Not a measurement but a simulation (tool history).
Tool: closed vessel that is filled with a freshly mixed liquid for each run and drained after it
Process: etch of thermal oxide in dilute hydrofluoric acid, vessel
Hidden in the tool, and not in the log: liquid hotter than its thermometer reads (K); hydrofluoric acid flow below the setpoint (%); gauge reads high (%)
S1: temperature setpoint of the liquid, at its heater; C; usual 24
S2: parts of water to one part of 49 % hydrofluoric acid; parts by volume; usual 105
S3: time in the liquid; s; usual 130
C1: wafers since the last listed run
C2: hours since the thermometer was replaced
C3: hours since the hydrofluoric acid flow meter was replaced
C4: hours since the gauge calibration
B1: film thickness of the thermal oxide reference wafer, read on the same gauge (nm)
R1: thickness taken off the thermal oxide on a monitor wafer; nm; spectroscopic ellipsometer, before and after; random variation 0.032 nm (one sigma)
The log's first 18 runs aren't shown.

run 19 hour=534.1 | S1=24 S2=120 S3=60 | C1=1673 C2=50.8 C3=701.7 C4=100.3 | B1=120.03 | R1=1.99
run 20 hour=554.1 | S1=24 S2=105 S3=105 | C1=2132 C2=70.8 C3=721.7 C4=120.3 | B1=120.02 | R1=4.07
run 21 hour=566.4 | S1=24 S2=105 S3=130 | C1=1311 C2=83.1 C3=734 C4=132.6 | B1=120.04 | R1=4.97
run 22 hour=596 | S1=19.5 S2=70 S3=110 | C1=3155 C2=112.7 C3=763.6 C4=162.2 | B1=119.98 | R1=5.53
run 23 hour=625.9 | S1=26 S2=150 S3=170 | C1=3187 C2=142.6 C3=793.5 C4=192.1 | B1=120.04 | R1=4.6
run 24 hour=661.9 | S1=24 S2=105 S3=130 | C1=3837 C2=178.6 C3=829.5 C4=228.1 | B1=120.01 | R1=4.94
-- hour=674.9 hydrofluoric acid flow meter replaced
run 25 hour=678.7 | S1=19.5 S2=105 S3=175 | C1=1684 C2=195.4 C3=3.8 C4=244.9 | B1=120.01 | R1=5.92
run 26 hour=713 | S1=21 S2=120 S3=160 | C1=3656 C2=229.7 C3=38.1 C4=279.2 | B1=120 | R1=4.98
run 27 hour=745.4 | S1=24 S2=105 S3=130 | C1=3454 C2=262.1 C3=70.5 C4=311.6 | B1=119.97 | R1=5.28
run 28 hour=779.2 | S1=28 S2=105 S3=130 | C1=3603 C2=295.9 C3=104.3 C4=345.4 | B1=120 | R1=6.12
run 29 hour=812.2 | S1=19 S2=105 S3=130 | C1=3518 C2=328.9 C3=137.3 C4=378.4 | B1=120.02 | R1=4.26
run 30 hour=843.6 | S1=24 S2=85 S3=130 | C1=3347 C2=360.3 C3=168.7 C4=409.8 | B1=119.98 | R1=6.65
run 31 hour=874.2 | S1=24 S2=105 S3=130 | C1=3262 C2=390.9 C3=199.3 C4=440.4 | B1=120.01 | R1=5.18

Run 32 comes next. What will it give?
run 32 hour=889.8 | S1=27 S2=135 S3=130 | C1=1663 C2=406.5 C3=214.9 C4=456 | B1=? | R1=?

B1: 120.01
R1: 4.4 nm
Without the tool's hidden state the same run would have given R1 4.47 nm.

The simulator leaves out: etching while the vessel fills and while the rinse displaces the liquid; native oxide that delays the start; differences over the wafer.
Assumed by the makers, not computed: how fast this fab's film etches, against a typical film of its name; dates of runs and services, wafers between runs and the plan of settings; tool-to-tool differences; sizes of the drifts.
